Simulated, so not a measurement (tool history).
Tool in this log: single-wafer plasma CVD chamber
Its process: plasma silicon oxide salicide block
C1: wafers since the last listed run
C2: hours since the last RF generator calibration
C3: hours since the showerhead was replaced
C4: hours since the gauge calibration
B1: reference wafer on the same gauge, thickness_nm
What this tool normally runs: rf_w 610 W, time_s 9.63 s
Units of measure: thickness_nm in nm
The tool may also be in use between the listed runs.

Run 1, day 0: usual settings but rf_w 700 W; C1 0; C2 512.9; C3 3116.4; C4 565.2; B1 92.61. Result: thickness_nm 101.917 nm.
Run 2, day 1.4: usual settings but rf_w 700 W; C1 1114; C2 546.5; C3 3150; C4 598.8; B1 92.604. Result: thickness_nm 101.456 nm.
Run 3, day 2.525: usual settings but rf_w 700 W; C1 895; C2 573.5; C3 3177; C4 625.8; B1 92.603. Result: thickness_nm 101.658 nm.
Run 4, day 8.058: usual settings; C1 4404; C2 706.3; C3 3309.8; C4 758.6; B1 92.594. Result: thickness_nm 98.751 nm.
Run 5, day 13.171: usual settings; C1 4069; C2 829; C3 3432.5; C4 881.3; B1 92.598. Result: thickness_nm 98.373 nm.
Run 6, day 16.162: usual settings; C1 2381; C2 900.8; C3 3504.3; C4 953.1; B1 92.565. Result: thickness_nm 97.753 nm.
Run 7, day 18.188: usual settings; C1 1611; C2 949.4; C3 3552.9; C4 1001.7; B1 92.549. Result: thickness_nm 97.872 nm.
At day 19.042: gauge calibrated.
Run 8, day 19.546: usual settings; C1 1081; C2 982; C3 3585.5; C4 12.1; B1 92.543. Result: thickness_nm 97.643 nm.
Run 9, day 21.25: usual settings; C1 1356; C2 1022.9; C3 3626.4; C4 53; B1 92.634. Result: thickness_nm 97.932 nm.
Run 10, day 23.042: usual settings but rf_w 635 W, time_s 10.52 s; C1 1426; C2 1065.9; C3 3669.4; C4 96; B1 92.671. Result: thickness_nm 108.338 nm.
Run 11, day 25.304: usual settings but rf_w 650 W, time_s 10.11 s; C1 1801; C2 1120.2; C3 3723.7; C4 150.3; B1 92.606. Result: thickness_nm 104.286 nm.
Run 12, day 27.704: usual settings but time_s 7.85 s; C1 1910; C2 1177.8; C3 3781.3; C4 207.9; B1 92.669. Result: thickness_nm 79.742 nm.
At day 29.346: RF generator calibrated.
Run 13, day 29.854: usual settings but rf_w 490 W; C1 1446; C2 12.2; C3 3832.9; C4 259.5; B1 92.56. Result: thickness_nm 94.212 nm.
Run 14, day 32.079: usual settings but rf_w 710 W, time_s 10.89 s; C1 1771; C2 65.6; C3 3886.3; C4 312.9; B1 92.579. Result: thickness_nm 115.228 nm.
At day 32.804: showerhead replaced.
Run 15, day 33.858: usual settings; C1 1150; C2 108.3; C3 25.3; C4 355.6; B1 92.59. Result: thickness_nm 98.653 nm.
Run 16, day 36.429: usual settings but rf_w 720 W, time_s 9.03 s; C1 2046; C2 170; C3 87; C4 417.3; B1 92.62. Result: thickness_nm 96.001 nm.
Run 17, day 38.296: usual settings but rf_w 535 W, time_s 10.53 s; C1 1485; C2 214.8; C3 131.8; C4 462.1; B1 92.55. Result: thickness_nm 104.485 nm.
Run 18, day 39.546: usual settings but rf_w 675 W, time_s 8.88 s; C1 995; C2 244.8; C3 161.8; C4 492.1; B1 92.605. Result: thickness_nm 92.972 nm.
Run 19, day 40.854: usual settings; C1 1041; C2 276.2; C3 193.2; C4 523.5; B1 92.644. Result: thickness_nm 98.737 nm.
Run 20, day 42.5: usual settings but rf_w 690 W, time_s 11.46 s; C1 1310; C2 315.7; C3 232.7; C4 563; B1 92.623. Result: thickness_nm 120.872 nm.

Across each entry between runs, compare the hidden state at the last listed run before it with the hidden state at the first listed run after it:
Run 7 -> run 8: gauge calibrated (day 19.042)
  delivered RF power above the setpoint (%): -3.98 -> -4.23
  measured less the result without the state, thickness_nm: -0.874 -> -0.929 nm
Run 12 -> run 13: RF generator calibrated (day 29.346)
  delivered RF power above the setpoint (%): -5.91 -> -0.682
  measured less the result without the state, thickness_nm: -1.068 -> -0.142 nm
Run 14 -> run 15: showerhead replaced (day 32.804)
  delivered RF power above the setpoint (%): -0.699 -> -0.728
  measured less the result without the state, thickness_nm: -0.179 -> -0.159 nm
